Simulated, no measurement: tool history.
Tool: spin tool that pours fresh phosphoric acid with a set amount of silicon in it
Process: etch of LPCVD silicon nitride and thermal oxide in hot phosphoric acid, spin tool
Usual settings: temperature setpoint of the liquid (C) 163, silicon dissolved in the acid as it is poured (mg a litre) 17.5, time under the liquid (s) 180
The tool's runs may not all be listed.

run    hour  temperature setpoint of the liquid (C)  silicon dissolved in the acid as it is poured (mg a litre)  time under the liquid (s)  wafers since the last listed run  hours since the thermometer was replaced  hours since the dissolved silicon flow meter was replaced  hours since the heated supply line was repaired  hours since the gauge calibration  read-back film thickness of the LPCVD silicon nitride reference wafer, read on the same gauge (nm)  read-back film thickness of the thermal oxide reference wafer, read on the same gauge (nm)  thickness taken off the LPCVD silicon nitride on a monitor wafer (angstrom)  thickness taken off the thermal oxide on a monitor wafer (angstrom)
  1       0                                   165.5                                                         9.5                        125                                 0                                     312.8                                                        414                                           2871.9                             3199.4                                                                                                 110                                                                                         130                                                                        134.8                                                                 3.82
  2    48.4                                     165                                                           9                        145                               422                                     361.2                                                      462.4                                           2920.3                             3247.8                                                                                              109.99                                                                                     129.984                                                                        151.5                                                                 4.14
  3    90.4                                   164.5                                                        17.5                        180                               366                                     403.2                                                      504.4                                           2962.3                             3289.8                                                                                                 110                                                                                     129.975                                                                        187.8                                                                 4.36
  4   131.3                                     163                                                          22                        210                               357                                     444.1                                                      545.3                                           3003.2                             3330.7                                                                                              109.99                                                                                     130.011                                                                        203.8                                                                 3.88
        265  -- dissolved silicon flow meter replaced
  5   298.7                                   165.5                                                        28.5                        100                              1452                                     611.5                                                       33.7                                           3170.6                             3498.1                                                                                              109.97                                                                                     130.003                                                                        106.7                                                                 1.82
  6   362.3                                   164.5                                                          31                        110                               555                                     675.1                                                       97.3                                           3234.2                             3561.7                                                                                              110.07                                                                                     129.984                                                                        114.4                                                                 1.76
      444.3  -- thermometer replaced
  7   449.4                                     161                                                        17.5                        275                               751                                       5.1                                                      184.4                                           3321.3                             3648.8                                                                                              109.98                                                                                     129.986                                                                        249.8                                                                 4.14
  8   542.4                                   165.5                                                        22.5                        180                               812                                      98.1                                                      277.4                                           3414.3                             3741.8                                                                                              110.02                                                                                     130.019                                                                        189.9                                                                 3.49
  9   601.6                                     165                                                          28                        180                               516                                     157.3                                                      336.6                                           3473.5                               3801                                                                                              109.98                                                                                     130.012                                                                        184.2                                                                 3.49
 10   659.7                                     163                                                        17.5                        180                               507                                     215.4                                                      394.7                                           3531.6                             3859.1                                                                                              110.02                                                                                     130.009                                                                        174.1                                                                  3.7
      787.3  -- gauge calibrated
 11   888.7                                     163                                                        23.5                        220                              1999                                     444.4                                                      623.7                                           3760.6                              101.4                                                                                                 110                                                                                      130.01                                                                        213.1                                                                 3.83
      988.1  -- dissolved silicon flow meter replaced
 12   995.5                                     163                                                         3.5                        285                               923                                     551.2                                                        7.4                                           3867.4                              208.2                                                                                              109.99                                                                                     129.992                                                                        275.1                                                                 7.43
     1014.7  -- heated supply line repaired
     1176.9  -- thermometer replaced
 13    1226                                   161.5                                                          23                        125                              1995                                      49.1                                                      237.9                                            211.3                              438.7                                                                                              110.05                                                                                     129.999                                                                        122.7                                                                 2.19
 14  1325.3                                     163                                                        17.5                        180                               867                                     148.4                                                      337.2                                            310.6                                538                                                                                              109.97                                                                                      129.99                                                                        188.3                                                                 3.79
 15  1424.5                                   165.5                                                         9.5                        125                               866                                     247.6                                                      436.4                                            409.8                              637.2                                                                                              110.01                                                                                     129.976                                                                        142.1                                                                 4.48
 16  1517.7                                     163                                                        17.5                        180                               813                                     340.8                                                      529.6                                              503                              730.4                                                                                              109.97                                                                                     130.015                                                                        191.7                                                                 4.69
 17  1609.1                                   161.5                                                        17.5                        180                               798                                     432.2                                                        621                                            594.4                              821.8                                                                                              110.01                                                                                     129.985                                                                        179.5                                                                 3.98
 18  1656.7                                     163                                                          21                         90                               415                                     479.8                                                      668.6                                              642                              869.4                                                                                              109.95                                                                                     129.998                                                                         94.8                                                                 1.94
     1687.7  -- dissolved silicon flow meter replaced
 19  1706.7                                     164                                                        26.5                        235                               427                                     529.8                                                         19                                              692                              919.4                                                                                              109.98                                                                                     130.006                                                                        252.8                                                                 4.81
 20    1759                                     163                                                        17.5                        180                               456                                     582.1                                                       71.3                                            744.3                              971.7                                                                                              110.01                                                                                     129.989                                                                          189                                                                  4.5
 21  1799.3                                     162                                                          26                        180                               351                                     622.4                                                      111.6                                            784.6                               1012                                                                                              109.99                                                                                     129.998                                                                        183.6                                                                 3.09

5 ways to go on from here, each from the tool as it stands after run 21. What would each give?
  A  1799.8                                     163                                                        23.5                        180                                 4                                     622.9                                                      112.1                                            785.1                             1012.5                                                                                                   ?                                                                                           ?                                                                            ?                                                                    ?
  B  1799.8                                     165                                                        17.5                        280                                 4                                     622.9                                                      112.1                                            785.1                             1012.5                                                                                                   ?                                                                                           ?                                                                            ?                                                                    ?
  C  1799.8                                     165                                                        27.5                        115                                 4                                     622.9                                                      112.1                                            785.1                             1012.5                                                                                                   ?                                                                                           ?                                                                            ?                                                                    ?
  D  1799.8                                   160.5                                                          31                        180                                 4                                     622.9                                                      112.1                                            785.1                             1012.5                                                                                                   ?                                                                                           ?                                                                            ?                                                                    ?
  E  1799.8                                     163                                                          22                        180                                 4                                     622.9                                                      112.1                                            785.1                             1012.5                                                                                                   ?                                                                                           ?                                                                            ?                                                                    ?

run  read-back film thickness of the LPCVD silicon nitride reference wafer, read on the same gauge (nm)  read-back film thickness of the thermal oxide reference wafer, read on the same gauge (nm)  thickness taken off the LPCVD silicon nitride on a monitor wafer (angstrom)  thickness taken off the thermal oxide on a monitor wafer (angstrom)
  A                                                                                                 110                                                                                      130.02                                                                        186.5                                                                 3.88
  B                                                                                                 110                                                                                      130.02                                                                        309.8                                                                 8.31
  C                                                                                                 110                                                                                      130.02                                                                        127.3                                                                  2.5
  D                                                                                                 110                                                                                      130.02                                                                        171.6                                                                 2.46
  E                                                                                                 110                                                                                      130.02                                                                        186.5                                                                 4.06
Without the tool's hidden state the same runs would have given:
run  thickness taken off the LPCVD silicon nitride on a monitor wafer (angstrom)  thickness taken off the thermal oxide on a monitor wafer (angstrom)
  A                                                                        185.5                                                                 3.83
  B                                                                        308.2                                                                 8.21
  C                                                                        126.6                                                                 2.47
  D                                                                        170.7                                                                 2.43
  E                                                                        185.5                                                                 4.02

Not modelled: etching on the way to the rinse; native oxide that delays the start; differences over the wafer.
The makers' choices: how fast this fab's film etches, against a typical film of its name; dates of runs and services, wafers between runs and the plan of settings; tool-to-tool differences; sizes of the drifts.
